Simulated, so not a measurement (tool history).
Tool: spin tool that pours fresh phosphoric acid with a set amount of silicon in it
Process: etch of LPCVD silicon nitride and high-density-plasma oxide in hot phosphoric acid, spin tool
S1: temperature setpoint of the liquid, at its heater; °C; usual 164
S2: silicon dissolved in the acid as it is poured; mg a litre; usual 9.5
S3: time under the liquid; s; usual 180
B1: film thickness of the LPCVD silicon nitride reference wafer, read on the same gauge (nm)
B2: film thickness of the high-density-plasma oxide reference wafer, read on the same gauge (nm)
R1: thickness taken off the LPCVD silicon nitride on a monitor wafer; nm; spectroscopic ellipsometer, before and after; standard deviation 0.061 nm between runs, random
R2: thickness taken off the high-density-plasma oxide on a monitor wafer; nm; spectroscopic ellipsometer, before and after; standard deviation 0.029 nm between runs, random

run   hour     S1    S2   S3      B1       B2     R1     R2
  1      0    164   9.5  225  109.98  140.012  21.95  0.777
  2   31.9    162    14  210  109.96  140.006  19.13  0.655
  3   53.9    164   9.5  180  110.01      140  17.59  0.669
  4   88.9  166.5   9.5  100  109.96  139.992  10.63  0.474
  5  104.5    164  13.5  235  110.01  139.978  22.91   0.77
  6  138.1    161  16.5  210  110.01  140.017  18.55  0.534
     151.8  -- dissolved silicon flow meter replaced
  7  171.1    164   9.5  180  109.99   139.99  17.65  0.643
  8  200.4    164    17  180     110  140.017  17.42  0.527
  9  299.3  165.5    12  270  109.99  140.003  27.68  1.062
     314.8  -- heated supply line repaired
 10  322.3  166.5   3.5  180  110.01  139.992  18.93  0.993
 11  350.8    164    16  270  110.02  140.002  26.31  0.851
 12  375.9    164   9.5  180  109.99      140  17.52  0.633
 13  398.3  166.5    16  100  109.99  140.011  10.57  0.396
 14  431.1  165.5   3.5  145  110.01  140.006  14.84  0.635
 15  460.6  166.5    16  100  110.02  140.004  10.57  0.383
 16    475    164     5  180  109.99  139.973  17.36   0.73
 17  503.5  166.5   9.5  110  110.02  139.994  11.61  0.477

What does the tool deliver on the next run?
 18  523.6  164  9.5  180   ?   ?   ?   ?

Logged for run 18: B1 109.98, B2 139.991, R1 17.44 nm, R2 0.627 nm.
Were there no unlogged condition in the tool, this run, its random variation unchanged, would have produced R1 17.67 nm, R2 0.646 nm.

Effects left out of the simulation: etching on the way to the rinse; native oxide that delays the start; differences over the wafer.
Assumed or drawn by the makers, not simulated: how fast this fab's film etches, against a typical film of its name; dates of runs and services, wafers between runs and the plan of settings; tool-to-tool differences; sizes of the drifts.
